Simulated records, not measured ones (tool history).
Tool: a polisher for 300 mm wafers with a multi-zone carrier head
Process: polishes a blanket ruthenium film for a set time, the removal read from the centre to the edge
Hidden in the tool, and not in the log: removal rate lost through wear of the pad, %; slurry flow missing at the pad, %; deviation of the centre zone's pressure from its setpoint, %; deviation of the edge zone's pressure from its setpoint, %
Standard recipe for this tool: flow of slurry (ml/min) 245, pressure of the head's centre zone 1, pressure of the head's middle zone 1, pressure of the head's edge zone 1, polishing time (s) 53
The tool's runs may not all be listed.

| run | hour | flow of slurry (ml/min) | pressure of the head's centre zone | pressure of the head's middle zone | pressure of the head's edge zone | polishing time (s) | wafers since the last listed run | wafers polished on this pad | hours since the slurry nozzle was cleaned | hours since the centre zone pressure was calibrated | hours since the edge zone pressure was calibrated | hours since the carrier head's membrane was replaced | incoming thickness of the incoming film, nm | film removed at the wafer's centre (Å) | film removed at mid-radius (Å) | film removed at the wafer's edge (Å) |
|---|---|---|---|---|---|---|---|---|---|---|---|---|---|---|---|---|
| 1 | 0 | 245 | 1 | 1 | 1 | 53 | 0 | 2510 | 384 | 541.9 | 643.1 | 1465.7 | 259.9 | 422 | 396 | 407 |
| 2 | 56.7 | 245 | 1 | 1 | 1 | 53 | 726 | 3236 | 440.7 | 598.6 | 699.8 | 1522.4 | 265.6 | 421 | 398 | 404 |
|  | 118.4 | worn pad replaced by a new one |
| 3 | 124.1 | 245 | 1 | 1 | 1 | 53 | 812 | 72 | 508.1 | 666 | 767.2 | 1589.8 | 256.6 | 457 | 432 | 442 |
| 4 | 177.6 | 245 | 1 | 1 | 1 | 44 | 685 | 758 | 561.6 | 719.5 | 820.7 | 1643.3 | 257.4 | 364 | 337 | 350 |
|  | 194.9 | carrier head's membrane replaced by a new one |
| 5 | 212.2 | 245 | 1 | 1 | 1 | 44 | 379 | 1137 | 596.2 | 754.1 | 855.3 | 17.3 | 260.7 | 369 | 341 | 350 |
| 6 | 237.2 | 245 | 1 | 1 | 1 | 44 | 320 | 1457 | 621.2 | 779.1 | 880.3 | 42.3 | 258.5 | 350 | 336 | 344 |
|  | 296.6 | centre zone pressure recalibrated |
| 7 | 297.3 | 245 | 1 | 1 | 1 | 53 | 744 | 2201 | 681.3 | 0.7 | 940.4 | 102.4 | 262.7 | 414 | 406 | 409 |
|  | 347.7 | edge zone pressure recalibrated |
| 8 | 348 | 245 | 1 | 1 | 1 | 53 | 623 | 2825 | 732 | 51.4 | 0.3 | 153.1 | 259.6 | 421 | 399 | 404 |
| 9 | 393.7 | 245 | 1 | 1 | 1 | 60 | 585 | 3410 | 777.7 | 97.1 | 46 | 198.8 | 258.2 | 463 | 445 | 449 |
|  | 409.3 | worn pad replaced by a new one |
|  | 446.3 | slurry nozzle cleaned |
| 10 | 452.2 | 330 | 1 | 1 | 1 | 53 | 685 | 536 | 5.9 | 155.6 | 104.5 | 257.3 | 258.2 | 475 | 448 | 452 |
| 11 | 521.2 | 245 | 0.91 | 1 | 1 | 53 | 883 | 1420 | 74.9 | 224.6 | 173.5 | 326.3 | 257.6 | 408 | 421 | 428 |
| 12 | 579 | 305 | 1 | 0.9 | 1 | 62 | 740 | 2160 | 132.7 | 282.4 | 231.3 | 384.1 | 254.7 | 528 | 453 | 502 |
| 13 | 615.4 | 215 | 1 | 1.09 | 1.04 | 59 | 466 | 2626 | 169.1 | 318.8 | 267.7 | 420.5 | 264 | 479 | 477 | 466 |
| 14 | 646.6 | 245 | 1.09 | 1.06 | 1.07 | 67 | 399 | 3026 | 200.3 | 350 | 298.9 | 451.7 | 257.9 | 590 | 534 | 545 |
| 15 | 699.3 | 245 | 1 | 0.89 | 1 | 59 | 675 | 3701 | 253 | 402.7 | 351.6 | 504.4 | 259.7 | 469 | 408 | 456 |
|  | 743.3 | worn pad replaced by a new one |
| 16 | 744.3 | 245 | 1 | 1.06 | 1 | 70 | 525 | 12 | 298 | 447.7 | 396.6 | 549.4 | 262.2 | 616 | 601 | 589 |
| 17 | 782.9 | 320 | 1 | 1 | 1.12 | 53 | 494 | 506 | 336.6 | 486.3 | 435.2 | 588 | 260.4 | 453 | 438 | 461 |
| 18 | 846.1 | 245 | 1 | 1 | 1 | 60 | 809 | 1316 | 399.8 | 549.5 | 498.4 | 651.2 | 258.7 | 484 | 463 | 477 |
| 19 | 875.2 | 245 | 1 | 1 | 1 | 53 | 372 | 1689 | 428.9 | 578.6 | 527.5 | 680.3 | 260.6 | 426 | 405 | 417 |
| 20 | 1040.2 | 245 | 1 | 1 | 0.95 | 53 | 2113 | 3802 | 593.9 | 743.6 | 692.5 | 845.3 | 256.8 | 420 | 399 | 393 |
|  | 1055.6 | worn pad replaced by a new one |
| 21 | 1067.2 | 245 | 1 | 1 | 1 | 59 | 294 | 148 | 620.9 | 770.6 | 719.5 | 872.3 | 256.8 | 498 | 472 | 478 |
|  | 1076.4 | centre zone pressure recalibrated |
| 22 | 1095.4 | 245 | 1 | 1 | 1 | 53 | 335 | 483 | 649.1 | 19 | 747.7 | 900.5 | 263.5 | 433 | 416 | 421 |
| 23 | 1140.8 | 245 | 1 | 1 | 1 | 53 | 581 | 1065 | 694.5 | 64.4 | 793.1 | 945.9 | 255.5 | 428 | 415 | 410 |

Across each entry between runs, compare the hidden state at the last listed run before it with the hidden state at the first listed run after it:
From run 2 to run 3: worn pad replaced by a new one (hour 118.4)
  removal rate lost through wear of the pad, %: 9.72 -> 1.11; slurry flow missing at the pad, %: 38.3 -> 40.1
  measured result minus the result with no hidden state, film removed at the wafer's centre (Å): -67 -> -27; film removed at mid-radius (Å): -61 -> -23; film removed at the wafer's edge (Å): -57 -> -19
From run 4 to run 5: carrier head's membrane replaced by a new one (hour 194.9)
  removal rate lost through wear of the pad, %: 4.65 -> 6.15; slurry flow missing at the pad, %: 41.2 -> 41.8
  measured result minus the result with no hidden state, film removed at the wafer's centre (Å): -37 -> -44; film removed at mid-radius (Å): -32 -> -39; film removed at the wafer's edge (Å): -30 -> -36
From run 6 to run 7: centre zone pressure recalibrated (hour 296.6)
  removal rate lost through wear of the pad, %: 6.96 -> 8.28; slurry flow missing at the pad, %: 42.2 -> 43.1
  measured result minus the result with no hidden state, film removed at the wafer's centre (Å): -46 -> -61; film removed at mid-radius (Å): -41 -> -58; film removed at the wafer's edge (Å): -38 -> -52
From run 7 to run 8: edge zone pressure recalibrated (hour 347.7)
  removal rate lost through wear of the pad, %: 8.28 -> 8.93; slurry flow missing at the pad, %: 43.1 -> 43.6
  measured result minus the result with no hidden state, film removed at the wafer's centre (Å): -61 -> -66; film removed at mid-radius (Å): -58 -> -60; film removed at the wafer's edge (Å): -52 -> -56
From run 9 to run 10: worn pad replaced by a new one (hour 409.3); slurry nozzle cleaned (hour 446.3)
  removal rate lost through wear of the pad, %: 9.3 -> 3.33; slurry flow missing at the pad, %: 44 -> 1.23
  measured result minus the result with no hidden state, film removed at the wafer's centre (Å): -75 -> -17; film removed at mid-radius (Å): -70 -> -16; film removed at the wafer's edge (Å): -64 -> -15
From run 15 to run 16: worn pad replaced by a new one (hour 743.3)
  removal rate lost through wear of the pad, %: 8.97 -> 0.55; slurry flow missing at the pad, %: 26.2 -> 28.8
  measured result minus the result with no hidden state, film removed at the wafer's centre (Å): -61 -> -23; film removed at mid-radius (Å): -51 -> -21; film removed at the wafer's edge (Å): -54 -> -15
From run 20 to run 21: worn pad replaced by a new one (hour 1055.6)
  removal rate lost through wear of the pad, %: 9.28 -> 2.75; slurry flow missing at the pad, %: 37.9 -> 38.4
  measured result minus the result with no hidden state, film removed at the wafer's centre (Å): -63 -> -38; film removed at mid-radius (Å): -59 -> -33; film removed at the wafer's edge (Å): -53 -> -28
From run 21 to run 22: centre zone pressure recalibrated (hour 1076.4)
  removal rate lost through wear of the pad, %: 2.75 -> 4.72; slurry flow missing at the pad, %: 38.4 -> 38.8
  measured result minus the result with no hidden state, film removed at the wafer's centre (Å): -38 -> -43; film removed at mid-radius (Å): -33 -> -39; film removed at the wafer's edge (Å): -28 -> -34

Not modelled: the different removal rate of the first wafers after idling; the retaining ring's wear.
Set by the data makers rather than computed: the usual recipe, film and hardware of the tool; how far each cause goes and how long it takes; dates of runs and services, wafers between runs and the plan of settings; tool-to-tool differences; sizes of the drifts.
